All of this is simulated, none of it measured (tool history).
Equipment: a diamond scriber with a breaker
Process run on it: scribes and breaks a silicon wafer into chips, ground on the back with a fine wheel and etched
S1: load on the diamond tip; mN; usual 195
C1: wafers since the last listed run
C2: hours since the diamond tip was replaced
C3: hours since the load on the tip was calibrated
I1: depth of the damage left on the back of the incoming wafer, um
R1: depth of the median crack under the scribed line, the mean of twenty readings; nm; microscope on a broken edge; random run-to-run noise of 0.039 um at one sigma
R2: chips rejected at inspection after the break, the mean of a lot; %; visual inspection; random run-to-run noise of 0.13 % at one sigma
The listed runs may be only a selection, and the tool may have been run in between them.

| run | hour | S1 | C1 | C2 | C3 | I1 | R1 | R2 |
|---|---|---|---|---|---|---|---|---|
| 1 | 0.0 | 195 | 0 | 710.1 | 1605.0 | 0.54 | 5850 | 17.26 |
| 2 | 15.6 | 195 | 52 | 725.7 | 1620.6 | 0.43 | 5810 | 17.82 |
| 3 | 24.2 | 183 | 28 | 734.3 | 1629.2 | 0.64 | 5360 | 24.82 |
| 4 | 38.1 | 183 | 46 | 748.2 | 1643.1 | 0.39 | 5280 | 26.35 |
| 5 | 45.3 | 195 | 24 | 755.4 | 1650.3 | 0.65 | 5790 | 18.52 |
| 6 | 60.6 | 195 | 51 | 770.7 | 1665.6 | 0.33 | 5720 | 21.09 |
| 7 | 76.4 | 195 | 53 | 786.5 | 1681.4 | 0.35 | 5650 | 19.78 |
| 8 | 85.4 | 171 | 30 | 795.5 | 1690.4 | 0.60 | 4890 | 43.75 |
| 9 | 97.9 | 171 | 42 | 808.0 | 1702.9 | 0.57 | 4840 | 46.68 |
|  | 101.9 | diamond tip replaced by a new one |
| 10 | 108.6 | 171 | 29 | 6.7 | 1713.6 | 0.36 | 5420 | 25.17 |
| 11 | 116.8 | 153 | 27 | 14.9 | 1721.8 | 0.64 | 4740 | 45.79 |
|  | 134.2 | load on the tip recalibrated |
| 12 | 143.9 | 250 | 84 | 42.0 | 9.7 | 0.77 | 9340 | 17.98 |
| 13 | 156.0 | 148 | 40 | 54.1 | 21.8 | 0.79 | 5300 | 26.29 |
| 14 | 163.5 | 229 | 25 | 61.6 | 29.3 | 0.78 | 8600 | 10.06 |
| 15 | 211.2 | 247 | 160 | 109.3 | 77.0 | 0.60 | 9140 | 19.01 |
| 16 | 223.6 | 175 | 41 | 121.7 | 89.4 | 0.31 | 6430 | 5.93 |
| 17 | 232.5 | 195 | 29 | 130.6 | 98.3 | 0.66 | 7280 | 1.78 |
| 18 | 248.1 | 219 | 52 | 146.2 | 113.9 | 0.60 | 8020 | 5.94 |
| 19 | 258.6 | 253 | 35 | 156.7 | 124.4 | 0.45 | 9280 | 20.00 |
| 20 | 274.1 | 166 | 52 | 172.2 | 139.9 | 0.55 | 6030 | 11.11 |
| 21 | 280.4 | 195 | 21 | 178.5 | 146.2 | 0.68 | 7150 | 1.69 |
| 22 | 294.2 | 195 | 46 | 192.3 | 160.0 | 0.68 | 7180 | 1.79 |

What if the next run were any one of these 3? Each begins from the tool's condition after run 22:
| A | 294.7 | 195 | 1 | 192.8 | 160.5 | 0.64 | ? | ? |
| B | 294.7 | 168 | 1 | 192.8 | 160.5 | 0.64 | ? | ? |
| C | 294.7 | 174 | 1 | 192.8 | 160.5 | 0.64 | ? | ? |

| run | R1 | R2 |
|---|---|---|
| A | 7220 | 1.87 |
| B | 6140 | 10.75 |
| C | 6390 | 7.21 |
Without the tool's unlogged condition, the same runs would have read:
| run | R1 | R2 |
|---|---|---|
| A | 7290 | 1.84 |
| B | 6200 | 9.90 |
| C | 6450 | 6.53 |
